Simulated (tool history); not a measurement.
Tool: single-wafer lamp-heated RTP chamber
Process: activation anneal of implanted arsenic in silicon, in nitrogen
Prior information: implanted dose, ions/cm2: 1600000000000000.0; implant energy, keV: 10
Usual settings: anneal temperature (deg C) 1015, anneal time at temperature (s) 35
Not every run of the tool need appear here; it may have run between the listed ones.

run	hour	anneal temperature (deg C)	anneal time at temperature (s)	wafers since the last listed run	wafers since the last pyrometer calibration	wafers since the reflector plate was cleaned	hours since the gauge calibration	read-back reference wafer on the same gauge, sheet resistance	sheet resistance of the implanted and annealed layer (ohm/square)
1	0.0	1023	35	0	3659	9436	51.7	99.00	91.61
2	6.9	1023	35	57	3716	9493	58.6	98.92	92.11
3	19.5	1015	35	104	3820	9597	71.2	99.06	95.73
4	31.0	1015	35	95	3916	9692	82.7	99.07	95.36
5	47.1	992	35	133	4049	9826	98.8	99.13	110.62
# hour 59.3: pyrometer window cleaned and pyrometer calibrated
6	61.0	992	35	48	14	9874	112.7	98.99	120.53
7	76.5	992	35	128	142	10002	128.2	98.96	119.48
# hour 79.9: gauge calibrated
8	84.1	1015	35	62	205	10065	4.2	99.01	101.70
9	94.4	1015	21	85	290	10150	14.5	98.96	114.24
10	111.3	1004	20	139	430	10290	31.4	99.09	123.02
# hour 128.4: reflector plate cleaned
11	128.9	1015	35	79	509	3	49.0	99.00	100.24
12	129.3	986	55	3	512	7	49.4	98.98	110.02
13	137.7	1034	41	69	582	76	57.8	99.03	86.98
14	149.1	1044	21	94	676	170	69.2	99.04	94.84
15	159.0	1038	35	81	758	252	79.1	99.08	87.06
16	167.4	1015	40	69	827	322	87.5	98.93	96.42

Consider 5 possible next runs. They are alternatives, not a sequence: every one starts from the tool as it was left by run 16. What does each give?
A	167.8	1015	35	3	831	325	87.9	?	?
B	167.8	1015	14	3	831	325	87.9	?	?
C	167.8	1015	45	3	831	325	87.9	?	?
D	167.8	1041	45	3	831	325	87.9	?	?
E	167.8	1038	24	3	831	325	87.9	?	?

run	read-back reference wafer on the same gauge, sheet resistance	sheet resistance of the implanted and annealed layer (ohm/square)
A	99.03	99.39
B	99.03	123.13
C	99.03	93.93
D	99.03	82.46
E	99.03	94.94
Stripped of hidden state, with their random variation kept, the same runs would have yielded:
run	sheet resistance of the implanted and annealed layer (ohm/square)
A	103.10
B	127.68
C	97.29
D	84.59
E	97.96

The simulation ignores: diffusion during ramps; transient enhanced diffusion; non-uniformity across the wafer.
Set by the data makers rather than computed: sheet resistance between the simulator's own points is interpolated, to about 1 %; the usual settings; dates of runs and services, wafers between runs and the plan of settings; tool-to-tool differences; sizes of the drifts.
